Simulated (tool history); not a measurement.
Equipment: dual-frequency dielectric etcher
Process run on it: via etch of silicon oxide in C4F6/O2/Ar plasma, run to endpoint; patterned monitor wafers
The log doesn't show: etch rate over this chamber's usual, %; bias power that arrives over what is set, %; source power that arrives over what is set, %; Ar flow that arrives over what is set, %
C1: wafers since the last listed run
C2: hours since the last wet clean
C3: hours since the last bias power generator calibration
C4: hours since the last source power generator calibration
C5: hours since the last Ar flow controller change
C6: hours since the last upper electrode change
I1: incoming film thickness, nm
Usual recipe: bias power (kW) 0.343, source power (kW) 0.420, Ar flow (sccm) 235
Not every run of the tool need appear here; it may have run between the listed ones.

Run 1, day 0.000: usual settings; C1 0; C2 179.5; C3 3500.4; C4 1850.4; C5 2518.5; C6 3594.4; I1 85.4. Result: endpoint time (s) 20.4.
Run 2, day 1.846: usual settings; C1 614; C2 223.8; C3 3544.7; C4 1894.7; C5 2562.8; C6 3638.7; I1 84.4. Result: endpoint time (s) 20.2.
Run 3, day 3.592: usual settings; C1 581; C2 265.7; C3 3586.6; C4 1936.6; C5 2604.7; C6 3680.6; I1 84.6. Result: endpoint time (s) 20.5.
Run 4, day 5.596: usual settings; C1 667; C2 313.8; C3 3634.7; C4 1984.7; C5 2652.8; C6 3728.7; I1 85.2. Result: endpoint time (s) 20.5.
Run 5, day 8.517: usual settings; C1 972; C2 383.9; C3 3704.8; C4 2054.8; C5 2722.9; C6 3798.8; I1 85.6. Result: endpoint time (s) 20.8.
At day 9.842: source power generator calibrated.
Run 6, day 10.192: usual settings but bias power (kW) 0.305, source power (kW) 0.330, Ar flow (sccm) 211; C1 502; C2 424.1; C3 3745.0; C4 8.4; C5 2763.1; C6 3839.0; I1 84.4. Result: endpoint time (s) 22.5.
At day 13.358: wet clean of the chamber.
Run 7, day 17.792: usual settings but bias power (kW) 0.369, source power (kW) 0.370, Ar flow (sccm) 205; C1 2196; C2 106.4; C3 3927.4; C4 190.8; C5 2945.5; C6 4021.4; I1 85.3. Result: endpoint time (s) 20.8.
Run 8, day 19.125: usual settings but source power (kW) 0.470, Ar flow (sccm) 215; C1 443; C2 138.4; C3 3959.4; C4 222.8; C5 2977.5; C6 4053.4; I1 85.3. Result: endpoint time (s) 19.6.
At day 20.967: Ar flow controller replaced.
Run 9, day 21.479: usual settings but source power (kW) 0.340; C1 700; C2 194.9; C3 4015.9; C4 279.3; C5 12.3; C6 4109.9; I1 85.3. Result: endpoint time (s) 22.2.
Run 10, day 23.425: usual settings but bias power (kW) 0.262, Ar flow (sccm) 211; C1 647; C2 241.6; C3 4062.6; C4 326.0; C5 59.0; C6 4156.6; I1 86.0. Result: endpoint time (s) 21.6.
Run 11, day 24.983: usual settings; C1 518; C2 279.0; C3 4100.0; C4 363.4; C5 96.4; C6 4194.0; I1 84.6. Result: endpoint time (s) 20.3.
At day 30.967: bias power generator calibrated.
Run 12, day 33.388: usual settings but bias power (kW) 0.405, Ar flow (sccm) 212; C1 2741; C2 480.7; C3 58.1; C4 565.1; C5 298.1; C6 4395.7; I1 85.1. Result: endpoint time (s) 19.7.
At day 35.046: wet clean of the chamber.
Run 13, day 35.712: usual settings but bias power (kW) 0.377, source power (kW) 0.480, Ar flow (sccm) 284; C1 441; C2 16.0; C3 113.9; C4 620.9; C5 353.9; C6 4451.5; I1 85.0. Result: endpoint time (s) 19.3.
Run 14, day 38.208: usual settings; C1 830; C2 75.9; C3 173.8; C4 680.8; C5 413.8; C6 4511.4; I1 84.6. Result: endpoint time (s) 20.3.
At day 44.379: upper electrode replaced.
Run 15, day 44.400: usual settings but bias power (kW) 0.314, Ar flow (sccm) 256; C1 1728; C2 224.5; C3 322.4; C4 829.4; C5 562.4; C6 0.5; I1 85.2. Result: endpoint time (s) 21.1.
Run 16, day 45.212: usual settings but bias power (kW) 0.299, source power (kW) 0.390, Ar flow (sccm) 198; C1 270; C2 244.0; C3 341.9; C4 848.9; C5 581.9; C6 20.0; I1 85.4. Result: endpoint time (s) 21.5.
Run 17, day 46.712: usual settings but bias power (kW) 0.274, source power (kW) 0.490, Ar flow (sccm) 205; C1 499; C2 280.0; C3 377.9; C4 884.9; C5 617.9; C6 56.0; I1 85.9. Result: endpoint time (s) 20.2.
Run 18, day 48.950: usual settings but bias power (kW) 0.372, Ar flow (sccm) 217; C1 744; C2 333.7; C3 431.6; C4 938.6; C5 671.6; C6 109.7; I1 84.5. Result: endpoint time (s) 19.9.
Run 19, day 50.667: usual settings but bias power (kW) 0.267, source power (kW) 0.350, Ar flow (sccm) 206; C1 571; C2 374.9; C3 472.8; C4 979.8; C5 712.8; C6 150.9; I1 84.5. Result: endpoint time (s) 22.6.
Run 20, day 52.542: usual settings but Ar flow (sccm) 278; C1 624; C2 419.9; C3 517.8; C4 1024.8; C5 757.8; C6 195.9; I1 85.4. Result: endpoint time (s) 21.2.
At day 55.125: wet clean of the chamber.
Run 21, day 55.146: usual settings but Ar flow (sccm) 268; C1 533; C2 0.5; C3 580.3; C4 1087.3; C5 820.3; C6 258.4; I1 85.3. Result: endpoint time (s) 20.6.
Run 22, day 56.388: usual settings but bias power (kW) 0.386, source power (kW) 0.460, Ar flow (sccm) 193; C1 413; C2 30.3; C3 610.1; C4 1117.1; C5 850.1; C6 288.2; I1 85.5. Result: endpoint time (s) 18.7.
Run 23, day 58.296: usual settings; C1 635; C2 76.1; C3 655.9; C4 1162.9; C5 895.9; C6 334.0; I1 84.8. Result: endpoint time (s) 20.5.
Run 24, day 60.871: usual settings; C1 857; C2 137.9; C3 717.7; C4 1224.7; C5 957.7; C6 395.8; I1 84.6. Result: endpoint time (s) 20.2.
Run 25, day 63.283: usual settings; C1 803; C2 195.8; C3 775.6; C4 1282.6; C5 1015.6; C6 453.7; I1 84.9. Result: endpoint time (s) 20.3.

The next listed run, before its measurement:
Run 26, day 65.300: usual settings; C1 671; C2 244.2; C3 824.0; C4 1331.0; C5 1064.0; C6 502.1; I1 85.3. Result: endpoint time (s) ?.

{"run 26": {"endpoint time (s)": 20.6}}
Were there no unlogged condition in the tool, this run, its random variation unchanged, would have produced endpoint time (s) 20.4.

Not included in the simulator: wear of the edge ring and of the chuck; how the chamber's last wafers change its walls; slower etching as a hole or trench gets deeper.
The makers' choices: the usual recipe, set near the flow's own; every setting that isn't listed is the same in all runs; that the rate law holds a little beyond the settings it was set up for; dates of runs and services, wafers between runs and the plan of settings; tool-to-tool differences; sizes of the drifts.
